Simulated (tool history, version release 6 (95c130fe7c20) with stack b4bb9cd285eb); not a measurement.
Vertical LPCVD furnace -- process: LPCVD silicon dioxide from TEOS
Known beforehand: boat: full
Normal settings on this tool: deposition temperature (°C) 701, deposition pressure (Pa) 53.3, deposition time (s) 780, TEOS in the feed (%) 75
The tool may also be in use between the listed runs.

run	hour	deposition temperature (°C)	deposition pressure (Pa)	deposition time (s)	TEOS in the feed (%)	read-back reference wafer on the same gauge, thickness	film thickness on the monitor wafer in the middle of the boat (nm)
1	0	704	48	780	75	134.02	126
2	84.3	704	48	780	75	133.85	125.83
3	142.6	704	48	780	75	134.09	126.17
4	208.9	701	53.3	990	75	134.13	157.31
5	313.9	701	53.3	990	75	134.14	157.96
6	372.5	701	53.3	990	75	134.05	157.77
7	457.2	708	53.3	780	75	133.97	145.03
8	496.2	708	53.3	780	75	134.01	145.56
9	598.7	708	53.3	780	75	134.07	145.68
10	765.4	701	53.3	780	75	133.9	124.17
11	837.2	701	53.3	780	75	133.93	126.45
12	876.2	701	53.3	780	75	134.02	126.29
13	983.3	701	53.3	780	75	134	126.49
14	1059	701	53.3	780	75	134.02	122.66
15	1097.8	701	53.3	780	75	133.97	122.5
16	1176.1	701	53.3	780	75	134.06	122.16
17	1236.2	701	53.3	780	69	133.93	116.99
18	1309	706	53.3	780	70	134.04	132.95
19	1381.4	694	53.3	780	75	133.89	103.66
20	1419.7	708	53.3	780	75	133.97	144.13
21	1518.7	701	53.3	780	75	133.92	122.22
22	1558.6	701	57.3	780	75	134.05	126.82
23	1644.5	701	53.3	930	67	133.96	137.97
24	1956.4	701	53.3	780	75	133.99	122.01
25	2058.3	701	53.3	780	75	133.94	122.66
26	2106.1	694	53.3	780	63	134.01	95.36
27	2146.7	701	53.3	780	84	133.96	129.55
28	2220.5	701	53.3	780	75	133.92	122.83
29	2305.3	696	57.3	780	75	133.95	113.51
30	2341.8	707	61.3	570	87	134.1	118.57
31	2439.3	701	53.3	870	83	134.07	143.11
32	2536.7	695	53.3	1020	75	134.11	139.01

Withheld: 5 entries from between the runs. Position of each, and hidden state at the listed run before versus the listed run after:
Logged between run 1 and run 2: gauge calibrated (hour 67.2)
  true tube temperature minus thermocouple reading, K: 0.973 -> 1.02; true pressure minus gauge reading, mTorr: -9.27 -> -10.1
  measured minus no-state result, film thickness on the monitor wafer in the middle of the boat (nm): +1.18 -> +1.15
Logged between run 9 and run 10: TEOS flow controller replaced (hour 764.9)
  true tube temperature minus thermocouple reading, K: 1.28 -> 1.37; true pressure minus gauge reading, mTorr: -15.2 -> -16.8
  measured minus no-state result, film thickness on the monitor wafer in the middle of the boat (nm): +1.44 -> +1.27
Logged between run 10 and run 11: pressure gauge zeroed (hour 816)
  true tube temperature minus thermocouple reading, K: 1.37 -> 1.41; true pressure minus gauge reading, mTorr: -16.8 -> -1.04
  measured minus no-state result, film thickness on the monitor wafer in the middle of the boat (nm): +1.27 -> +3.89
Logged between run 13 and run 14: thermocouples replaced and temperature profile calibrated (hour 1048)
  true tube temperature minus thermocouple reading, K: 1.48 -> 0.0599; true pressure minus gauge reading, mTorr: -2.48 -> -3.23
  measured minus no-state result, film thickness on the monitor wafer in the middle of the boat (nm): +3.89 -> -0.32
Logged between run 20 and run 21: gauge calibrated (hour 1462.8)
  true tube temperature minus thermocouple reading, K: 0.247 -> 0.299; true pressure minus gauge reading, mTorr: -6.78 -> -7.76
  measured minus no-state result, film thickness on the monitor wafer in the middle of the boat (nm): -0.42 -> -0.35

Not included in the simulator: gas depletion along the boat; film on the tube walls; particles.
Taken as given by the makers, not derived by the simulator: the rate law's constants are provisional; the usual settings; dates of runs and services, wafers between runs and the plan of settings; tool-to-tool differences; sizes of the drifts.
